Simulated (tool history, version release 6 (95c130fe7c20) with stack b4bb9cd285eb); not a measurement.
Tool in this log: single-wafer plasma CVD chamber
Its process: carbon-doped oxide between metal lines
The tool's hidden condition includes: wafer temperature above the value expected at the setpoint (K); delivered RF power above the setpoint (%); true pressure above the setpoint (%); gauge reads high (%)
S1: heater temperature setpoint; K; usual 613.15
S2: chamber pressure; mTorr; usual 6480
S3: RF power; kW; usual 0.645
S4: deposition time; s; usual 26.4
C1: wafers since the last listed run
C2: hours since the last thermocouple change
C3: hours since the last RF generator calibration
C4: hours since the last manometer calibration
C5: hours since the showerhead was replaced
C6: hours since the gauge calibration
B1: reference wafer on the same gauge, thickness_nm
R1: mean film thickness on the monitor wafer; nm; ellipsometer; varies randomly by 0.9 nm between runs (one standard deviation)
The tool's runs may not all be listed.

| run | hour | S1 | S2 | S3 | S4 | C1 | C2 | C3 | C4 | C5 | C6 | B1 | R1 |
|---|---|---|---|---|---|---|---|---|---|---|---|---|---|
| 1 | 0 | 613.15 | 6480 | 0.615 | 26.4 | 0 | 941.6 | 1688.5 | 2970.9 | 3909.1 | 450.7 | 147.989 | 157.954 |
| 2 | 35.3 | 613.15 | 6480 | 0.615 | 26.4 | 1040 | 976.9 | 1723.8 | 3006.2 | 3944.4 | 486 | 148.062 | 159.031 |
| 3 | 63.5 | 613.15 | 6480 | 0.615 | 26.4 | 831 | 1005.1 | 1752 | 3034.4 | 3972.6 | 514.2 | 147.947 | 157.803 |
| 4 | 92.8 | 605.15 | 6480 | 0.645 | 26.4 | 863 | 1034.4 | 1781.3 | 3063.7 | 4001.9 | 543.5 | 148.11 | 169.401 |
| 5 | 129.2 | 605.15 | 6480 | 0.645 | 26.4 | 1072 | 1070.8 | 1817.7 | 3100.1 | 4038.3 | 579.9 | 147.934 | 166.729 |
| 6 | 180.7 | 613.15 | 6480 | 0.645 | 26.4 | 1517 | 1122.3 | 1869.2 | 3151.6 | 4089.8 | 631.4 | 147.676 | 163.447 |
| 7 | 228.8 | 613.15 | 6480 | 0.645 | 26.4 | 1417 | 1170.4 | 1917.3 | 3199.7 | 4137.9 | 679.5 | 147.878 | 163.469 |
| 8 | 299.2 | 613.15 | 6480 | 0.645 | 26.4 | 2075 | 1240.8 | 1987.7 | 3270.1 | 4208.3 | 749.9 | 147.903 | 165.316 |
|  | 329.9 | gauge calibrated |
|  | 335.6 | capacitance manometer re-zeroed and calibrated |
| 9 | 363.6 | 613.15 | 6480 | 0.645 | 26.4 | 1662 | 1305.2 | 2052.1 | 28 | 4272.7 | 33.7 | 147.86 | 163.962 |
| 10 | 421.2 | 620.15 | 6480 | 0.59 | 28.4 | 1697 | 1362.8 | 2109.7 | 85.6 | 4330.3 | 91.3 | 147.883 | 163.269 |
| 11 | 471.7 | 613.15 | 6480 | 0.645 | 26.4 | 1488 | 1413.3 | 2160.2 | 136.1 | 4380.8 | 141.8 | 148.298 | 163.575 |
|  | 484.6 | showerhead replaced |
|  | 498.9 | thermocouple changed; heater temperature recalibrated |
| 12 | 552.4 | 613.15 | 5660 | 0.645 | 26.4 | 1907 | 53.5 | 2240.9 | 216.8 | 67.8 | 222.5 | 147.82 | 162.361 |
|  | 563.6 | RF generator calibrated |
| 13 | 618.2 | 613.15 | 5220 | 0.645 | 26.4 | 1703 | 119.3 | 54.6 | 282.6 | 133.6 | 288.3 | 148.045 | 158.416 |
| 14 | 687.3 | 627.15 | 6020 | 0.77 | 26.4 | 2036 | 188.4 | 123.7 | 351.7 | 202.7 | 357.4 | 147.821 | 175.175 |
| 15 | 742.8 | 621.15 | 7050 | 0.645 | 21.3 | 1635 | 243.9 | 179.2 | 407.2 | 258.2 | 412.9 | 147.804 | 129.965 |
| 16 | 769.3 | 619.15 | 7530 | 0.585 | 21.5 | 781 | 270.4 | 205.7 | 433.7 | 284.7 | 439.4 | 147.937 | 126.075 |
| 17 | 830.1 | 613.15 | 6480 | 0.645 | 26.4 | 1792 | 331.2 | 266.5 | 494.5 | 345.5 | 500.2 | 147.931 | 164.479 |
| 18 | 866 | 603.15 | 6480 | 0.645 | 22 | 1058 | 367.1 | 302.4 | 530.4 | 381.4 | 536.1 | 148.081 | 140.252 |
| 19 | 920.3 | 613.15 | 6480 | 0.645 | 26.4 | 1600 | 421.4 | 356.7 | 584.7 | 435.7 | 590.4 | 148.028 | 162.103 |

Forecast each of these 5 alternatives for the next run:
| A | 920.7 | 618.15 | 6480 | 0.645 | 26.4 | 11 | 421.8 | 357.1 | 585.1 | 436.1 | 590.8 | ? | ? |
| B | 920.7 | 613.15 | 8070 | 0.645 | 26.4 | 11 | 421.8 | 357.1 | 585.1 | 436.1 | 590.8 | ? | ? |
| C | 920.7 | 613.15 | 7840 | 0.645 | 26.4 | 11 | 421.8 | 357.1 | 585.1 | 436.1 | 590.8 | ? | ? |
| D | 920.7 | 613.15 | 8020 | 0.55 | 26.4 | 11 | 421.8 | 357.1 | 585.1 | 436.1 | 590.8 | ? | ? |
| E | 920.7 | 608.15 | 4860 | 0.645 | 26.4 | 11 | 421.8 | 357.1 | 585.1 | 436.1 | 590.8 | ? | ? |

| run | B1 | R1 |
|---|---|---|
| A | 147.987 | 162.651 |
| B | 147.987 | 167.157 |
| C | 147.987 | 166.861 |
| D | 147.987 | 151.066 |
| E | 147.987 | 161.838 |
With the hidden condition removed and each run's random variation left untouched, the same runs would have given:
| run | R1 |
|---|---|
| A | 162.651 |
| B | 167.157 |
| C | 166.861 |
| D | 151.066 |
| E | 161.838 |
